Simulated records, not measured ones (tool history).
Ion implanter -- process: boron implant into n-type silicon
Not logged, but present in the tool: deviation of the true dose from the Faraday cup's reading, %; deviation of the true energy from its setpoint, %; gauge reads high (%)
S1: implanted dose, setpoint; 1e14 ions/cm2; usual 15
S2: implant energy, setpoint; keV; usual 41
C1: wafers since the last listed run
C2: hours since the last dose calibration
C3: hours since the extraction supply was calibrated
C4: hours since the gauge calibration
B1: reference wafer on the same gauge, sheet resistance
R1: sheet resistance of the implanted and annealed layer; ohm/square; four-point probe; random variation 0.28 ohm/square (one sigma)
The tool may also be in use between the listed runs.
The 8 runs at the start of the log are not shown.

run    hour     S1    S2    C1      C2      C3      C4     B1      R1
  9   414.3     15    41   790   687.7    7263   937.9  88.03   84.01
 10   454.1     15    41   444   727.5  7302.8   977.7  88.03   83.65
 11   493.9     15    41   444   767.3  7342.6  1017.5     88   83.59
 12   559.9     15    41   736   833.3  7408.6  1083.5  88.22   84.02
      594.9  -- extraction supply calibrated
 13     610     15  47.5   470   883.4    15.1  1133.6  87.85   83.73
 14   671.3  18.32    41   684   944.7    76.4  1194.9  87.95   71.28
 15   718.6  18.32    41   528     992   123.7  1242.2  88.06   71.25
 16   778.9  18.32    41   673  1052.3     184  1302.5  87.95   71.45
 17   810.3  19.04  28.5   350  1083.7   215.4  1333.9  88.01   72.86
 18   881.9  13.27  30.5   799  1155.3     287  1405.5  87.94    95.2
      980.2  -- Faraday cup replaced and dose calibrated
 19  1024.4  16.79  27.5  1501    44.2   429.5    1548  87.82   79.67
 20  1084.7     15    41   673   104.5   489.8  1608.3  87.85   83.95
 21  1149.2  17.96  35.5   720     169   554.3  1672.8  88.06   73.19
 22    1216   17.5  54.5   745   235.8   621.1  1739.6  88.06   71.54
 23  1264.9     15    41   545   284.7     670  1788.5  87.95   83.98
 24  1327.5  18.93  35.5   698   347.3   732.6  1851.1  88.03   70.54
       1328  -- gauge calibrated
 25  1389.2  18.32    41   688     409   794.3    61.2  87.87   70.91
 26  1425.1     15    41   400   444.9   830.2    97.1  88.11   83.97
 27  1473.3  19.11    51   538   493.1   878.4   145.3   87.9   66.87
 28  1537.5  12.54    41   716   557.3   942.6   209.5  88.03      97
 29  1574.5  12.35  31.5   413   594.3   979.6   246.5  87.98   100.5
 30  1625.5  10.73    41   569   645.3  1030.6   297.5  88.03  110.97
 31    1688     15    41   697   707.8  1093.1     360  88.02   84.25
 32  1740.3     15    41   583   760.1  1145.4   412.3  87.97   84.51

Predict each of these 3 candidate next runs independently; none follows another, all start after run 32:
  A  1740.7   18.7    41   4  760.5  1145.8  412.7   ?   ?
  B  1740.7  12.35  27.5   4  760.5  1145.8  412.7   ?   ?
  C  1740.7     15    45   4  760.5  1145.8  412.7   ?   ?

run     B1      R1
  A  88.03   69.54
  B  88.03  100.59
  C  88.03   82.89
What these runs would have given with no unlogged condition in the tool:
run     R1
  A  68.98
  B  99.77
  C  82.19

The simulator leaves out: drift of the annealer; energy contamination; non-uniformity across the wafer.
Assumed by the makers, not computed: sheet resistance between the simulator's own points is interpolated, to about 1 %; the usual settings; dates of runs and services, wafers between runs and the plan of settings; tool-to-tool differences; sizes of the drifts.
